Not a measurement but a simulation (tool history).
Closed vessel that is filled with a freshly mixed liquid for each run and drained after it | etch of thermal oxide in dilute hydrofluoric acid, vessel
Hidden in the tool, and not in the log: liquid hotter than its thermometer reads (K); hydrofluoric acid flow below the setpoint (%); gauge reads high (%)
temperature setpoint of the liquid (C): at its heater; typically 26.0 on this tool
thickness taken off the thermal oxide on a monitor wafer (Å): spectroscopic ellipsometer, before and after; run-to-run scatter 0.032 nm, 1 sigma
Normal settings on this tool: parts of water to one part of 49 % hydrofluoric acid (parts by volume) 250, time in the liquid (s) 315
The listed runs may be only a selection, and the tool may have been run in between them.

run,hour,temperature setpoint of the liquid (C),parts of water to one part of 49 % hydrofluoric acid (parts by volume),time in the liquid (s),wafers since the last listed run,hours since the thermometer was replaced,hours since the hydrofluoric acid flow meter was replaced,hours since the gauge calibration,"read-back film thickness of the thermal oxide reference wafer, read on the same gauge (nm)",thickness taken off the thermal oxide on a monitor wafer (Å)
1,0.0,26.0,250,315,0,1441.4,250.1,611.3,140.00,49.2
2,107.1,26.0,250,315,9898,1548.5,357.2,718.4,139.98,49.4
3,374.0,26.0,250,450,24667,1815.4,624.1,985.3,140.01,70.5
# hour 647.4: hydrofluoric acid flow meter replaced
4,653.3,30.0,250,315,25720,2094.7,5.9,1264.6,139.99,59.3
5,695.8,26.0,250,435,3927,2137.2,48.4,1307.1,140.01,71.0
6,765.9,26.0,250,435,6478,2207.3,118.5,1377.2,139.97,70.8
7,870.1,26.0,250,435,9630,2311.5,222.7,1481.4,140.02,71.5
# hour 947.3: thermometer replaced
8,964.6,26.0,250,315,8641,17.3,317.2,1575.9,139.98,46.7
# hour 996.3: gauge calibrated
9,1033.7,26.0,220,315,6386,86.4,386.3,37.4,140.01,55.1
10,1103.2,26.0,220,315,6423,155.9,455.8,106.9,140.02,55.4
11,1151.8,26.0,250,315,4491,204.5,504.4,155.5,140.01,47.2
12,1227.3,29.0,210,315,6977,280.0,579.9,231.0,140.00,65.3
13,1268.4,27.5,250,405,3798,321.1,621.0,272.1,140.02,62.7
14,1346.0,28.5,250,240,7171,398.7,698.6,349.7,140.00,38.6
# hour 1369.6: hydrofluoric acid flow meter replaced
15,1407.2,21.0,250,315,5563,459.9,37.6,410.9,139.98,40.4
16,1484.5,26.0,190,455,7144,537.2,114.9,488.2,139.98,98.4
17,1534.1,26.0,250,430,4584,586.8,164.5,537.8,139.97,65.7
18,1582.9,30.5,365,315,4510,635.6,213.3,586.6,140.00,33.5
19,1652.8,26.0,250,450,6460,705.5,283.2,656.5,139.98,67.9
20,1749.6,29.0,180,315,8946,802.3,380.0,753.3,140.03,79.3
21,1816.2,26.0,250,315,6155,868.9,446.6,819.9,140.02,47.5

Here are 4 independent what-if runs from the current tool condition. What would each one return?
A,1816.9,26.0,250,315,64,869.6,447.3,820.6,?,?
B,1816.9,28.0,340,245,64,869.6,447.3,820.6,?,?
C,1816.9,26.0,330,135,64,869.6,447.3,820.6,?,?
D,1816.9,26.0,200,390,64,869.6,447.3,820.6,?,?

run,"read-back film thickness of the thermal oxide reference wafer, read on the same gauge (nm)",thickness taken off the thermal oxide on a monitor wafer (Å)
A,140.00,47.8
B,140.00,26.5
C,140.00,14.2
D,140.00,78.2
Take away the tool's hidden state, keep each run's random variation, and the runs would have read:
run,thickness taken off the thermal oxide on a monitor wafer (Å)
A,47.9
B,26.7
C,14.3
D,78.4

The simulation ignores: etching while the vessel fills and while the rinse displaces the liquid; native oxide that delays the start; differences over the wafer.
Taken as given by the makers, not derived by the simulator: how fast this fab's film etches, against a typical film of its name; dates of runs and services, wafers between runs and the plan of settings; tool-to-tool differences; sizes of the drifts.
